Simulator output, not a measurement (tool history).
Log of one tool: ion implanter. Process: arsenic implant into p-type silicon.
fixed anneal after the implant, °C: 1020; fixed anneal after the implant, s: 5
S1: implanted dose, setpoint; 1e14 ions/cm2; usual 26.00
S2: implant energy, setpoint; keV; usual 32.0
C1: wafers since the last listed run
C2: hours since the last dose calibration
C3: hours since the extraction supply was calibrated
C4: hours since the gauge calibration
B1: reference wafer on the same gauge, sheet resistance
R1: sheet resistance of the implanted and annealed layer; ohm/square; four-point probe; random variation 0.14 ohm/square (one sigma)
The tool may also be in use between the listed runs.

| run | hour | S1 | S2 | C1 | C2 | C3 | C4 | B1 | R1 |
|---|---|---|---|---|---|---|---|---|---|
| 1 | 0.0 | 26.00 | 32.0 | 0 | 574.7 | 6133.7 | 87.9 | 76.58 | 94.05 |
| 2 | 6.8 | 26.00 | 32.0 | 72 | 581.5 | 6140.5 | 94.7 | 76.61 | 93.96 |
| 3 | 22.0 | 26.00 | 32.0 | 162 | 596.7 | 6155.7 | 109.9 | 76.63 | 94.28 |
| 4 | 35.7 | 26.00 | 32.0 | 146 | 610.4 | 6169.4 | 123.6 | 76.64 | 94.25 |
| 5 | 45.8 | 26.00 | 32.0 | 107 | 620.5 | 6179.5 | 133.7 | 76.68 | 94.05 |
|  | 60.0 | extraction supply calibrated |
| 6 | 60.5 | 26.00 | 32.0 | 71 | 635.2 | 0.5 | 148.4 | 76.77 | 94.38 |
| 7 | 67.2 | 26.00 | 32.0 | 71 | 641.9 | 7.2 | 155.1 | 76.79 | 94.37 |
|  | 75.9 | gauge calibrated |
| 8 | 84.6 | 26.00 | 32.0 | 186 | 659.3 | 24.6 | 8.7 | 76.47 | 93.75 |
| 9 | 91.7 | 21.55 | 38.0 | 75 | 666.4 | 31.7 | 15.8 | 76.48 | 88.94 |
| 10 | 99.8 | 33.01 | 32.0 | 86 | 674.5 | 39.8 | 23.9 | 76.52 | 91.31 |
|  | 111.2 | Faraday cup replaced and dose calibrated |
| 11 | 115.5 | 26.00 | 42.5 | 82 | 4.3 | 55.5 | 39.6 | 76.53 | 81.15 |
| 12 | 132.7 | 18.24 | 39.5 | 183 | 21.5 | 72.7 | 56.8 | 76.59 | 91.58 |
| 13 | 139.3 | 21.33 | 35.0 | 70 | 28.1 | 79.3 | 63.4 | 76.60 | 92.88 |
| 14 | 148.4 | 26.00 | 32.0 | 97 | 37.2 | 88.4 | 72.5 | 76.60 | 93.97 |
| 15 | 157.5 | 26.00 | 32.0 | 97 | 46.3 | 97.5 | 81.6 | 76.61 | 93.84 |
| 16 | 170.2 | 22.59 | 23.5 | 135 | 59.0 | 110.2 | 94.3 | 76.64 | 112.02 |
| 17 | 185.6 | 26.00 | 32.0 | 164 | 74.4 | 125.6 | 109.7 | 76.72 | 94.03 |

Hidden state or all else? Some run-to-run changes of R1, split into what the settings, what came in and random variation would give without the hidden state, and what is left for the hidden state (with any gauge scatter that isn't in both results):
The hidden state here: deviation of the true dose from the Faraday cup's reading, %; deviation of the true energy from its setpoint, %; gauge reads high (%).
Run 7 -> 8: gauge calibrated. R1 -0.62 ohm/square: hidden state -0.43, all else -0.19.
Run 15 -> 16: S1 26.00 -> 22.59, S2 32.0 -> 23.5. R1 +18.18 ohm/square: hidden state +0.11, all else +18.07.
